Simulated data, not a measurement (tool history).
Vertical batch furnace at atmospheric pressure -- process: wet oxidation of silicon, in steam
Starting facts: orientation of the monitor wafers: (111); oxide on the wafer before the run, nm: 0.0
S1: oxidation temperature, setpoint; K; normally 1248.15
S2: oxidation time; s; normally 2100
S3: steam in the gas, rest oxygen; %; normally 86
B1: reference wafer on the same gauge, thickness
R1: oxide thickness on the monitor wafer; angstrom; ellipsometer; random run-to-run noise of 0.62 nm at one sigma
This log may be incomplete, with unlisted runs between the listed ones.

run,hour,S1,S2,S3,B1,R1
1,0,1248.15,2100,86,244.03,2753.4
2,29.6,1248.15,2100,86,244.09,2755.5
3,43.4,1248.15,2100,86,243.99,2756.2
4,66.5,1259.15,2100,77,244.13,2776.2
5,95.2,1259.15,2100,77,243.94,2775.1
6,111.3,1259.15,2100,77,244.06,2768.1
7,123.3,1248.15,2100,86,243.85,2749.9
# hour 160.9: thermocouples replaced and temperature profile calibrated
8,161.4,1248.15,2100,86,244.09,2749.3
9,174.5,1248.15,1320,90,243.96,2032.7
10,208.3,1248.15,2100,86,243.88,2749.9
11,229.8,1248.15,2100,86,243.91,2740.9
# hour 254: gauge calibrated
# hour 259.9: steam generator serviced
12,260.4,1237.15,2100,93,243.97,2814.7
13,272.5,1242.15,1260,86,243.97,1898.3
14,306.6,1248.15,2430,90,243.97,3296.3
15,320.6,1248.15,1380,86,244,2139.4
16,333.2,1237.15,2100,93,243.95,2800.4

For each run, what was the tool's unlogged condition?
true tube temperature minus thermocouple reading, K: 0 at every run
gauge reads high (%): 0 at every run
H1: steam share off its setpoint, % of the setpoint
run,H1
1,-6.73
2,-6.86
3,-6.92
4,-7.02
5,-7.15
6,-7.22
7,-7.27
8,-7.44
9,-7.49
10,-7.64
11,-7.73
12,-0.31
13,-0.363
14,-0.512
15,-0.573
16,-0.628
